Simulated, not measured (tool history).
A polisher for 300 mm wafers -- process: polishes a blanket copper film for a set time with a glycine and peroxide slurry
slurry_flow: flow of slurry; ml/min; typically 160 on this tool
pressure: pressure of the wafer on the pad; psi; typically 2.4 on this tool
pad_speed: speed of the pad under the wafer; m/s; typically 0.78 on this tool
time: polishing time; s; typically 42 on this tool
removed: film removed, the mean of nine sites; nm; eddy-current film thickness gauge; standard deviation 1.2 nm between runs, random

run	hour	slurry_flow	pressure	pad_speed	time	wafers since the last listed run	wafers polished on this pad	hours since the slurry nozzle was cleaned	hours since the head pressure was calibrated	incoming thickness of the incoming film, nm	removed
1	0	160	2.4	0.78	32	0	182	33.3	631.3	2310.8	141.1
2	28.9	160	2.4	0.78	32	306	488	62.2	660.2	2321.4	138.2
3	50.6	160	2.4	0.78	32	229	718	83.9	681.9	2323.9	137.1
4	74.1	160	2.4	0.78	42	248	967	107.4	705.4	2353.4	178.1
5	105	160	2.4	0.78	42	327	1295	138.3	736.3	2291.1	178.2
6	121.1	160	2.4	0.78	42	170	1465	154.4	752.4	2354.1	176.2
# hour 128.6: worn pad replaced by a new one
7	135.5	160	2.4	0.88	42	110	73	168.8	766.8	2354.6	202.7
8	169.1	160	2.4	0.88	42	355	429	202.4	800.4	2372.2	199.4
9	200.5	160	2.4	0.78	42	332	761	233.8	831.8	2337	182
10	221.1	160	2.4	0.78	42	218	980	254.4	852.4	2317.2	177.1
11	255.8	160	2.4	0.78	42	367	1347	289.1	887.1	2321.3	174.7
12	275.6	160	2.4	0.78	42	209	1557	308.9	906.9	2335.4	174.9
# hour 281.5: worn pad replaced by a new one
13	309.3	160	2.4	0.78	42	314	294	342.6	940.6	2329.1	183.7
# hour 324.2: head pressure recalibrated
14	325	160	2.4	0.78	42	145	439	358.3	0.8	2281.8	185.1
15	367.3	150	2.4	0.78	42	448	887	400.6	43.1	2348.1	177
16	380.7	160	2.4	0.78	42	141	1029	414	56.5	2331.7	177.8
# hour 384.9: slurry nozzle cleaned
17	403.2	160	2.4	0.78	42	227	1257	18.3	79	2344.7	175.4
# hour 435.7: worn pad replaced by a new one
18	436.2	160	2.4	0.78	42	307	5	51.3	112	2340.8	184.8
19	453.7	160	1.7	0.6	42	185	191	68.8	129.5	2297.1	120.1
20	469.6	125	2.4	1.02	42	168	359	84.7	145.4	2320.1	217.2
21	485.2	160	2.4	0.78	42	165	524	100.3	161	2359	183.1
22	501.3	185	3.2	0.88	42	170	695	116.4	177.1	2285.5	252.5
23	517.8	120	2.4	0.78	54	174	870	132.9	193.6	2316.9	221
24	533.5	105	2.8	0.98	56	166	1036	148.6	209.3	2298.2	301.5
25	551.1	190	2.7	0.78	42	186	1223	166.2	226.9	2296.1	198.8
26	567.9	160	3.1	0.52	47	177	1401	183	243.7	2370.3	179.3
# hour 585.2: worn pad replaced by a new one
27	593.1	175	1.7	0.94	49	224	83	208.2	268.9	2347.1	191.8
28	620.1	105	2.8	0.98	56	286	369	235.2	295.9	2283.1	304.1
29	650.4	145	1.7	0.78	55	321	690	265.5	326.2	2336.7	180.4
30	683	160	2.4	0.78	42	345	1035	298.1	358.8	2331.5	178
31	699.4	160	2.4	0.78	54	173	1209	314.5	375.2	2362.7	230
# hour 727.9: worn pad replaced by a new one
32	728.4	160	3	1.02	42	264	5	343.5	404.2	2325.9	268.5
33	764.1	160	2.4	0.78	42	378	383	379.2	439.9	2272.8	181.5
34	796.9	135	1.9	0.6	42	347	731	412	472.7	2366.2	122.7

Branching from run 34: 3 alternative next runs. What would each branch give?
A	797.3	160	2.4	0.78	42	4	735	412.4	473.1	2342.4	?
B	797.3	145	1.7	1.04	35	4	735	412.4	473.1	2342.4	?
C	797.3	115	1.6	0.54	54	4	735	412.4	473.1	2342.4	?

run	removed
A	177.5
B	138.9
C	129
What these runs would have given with no unlogged condition in the tool:
run	removed
A	184.2
B	144.1
C	133.8

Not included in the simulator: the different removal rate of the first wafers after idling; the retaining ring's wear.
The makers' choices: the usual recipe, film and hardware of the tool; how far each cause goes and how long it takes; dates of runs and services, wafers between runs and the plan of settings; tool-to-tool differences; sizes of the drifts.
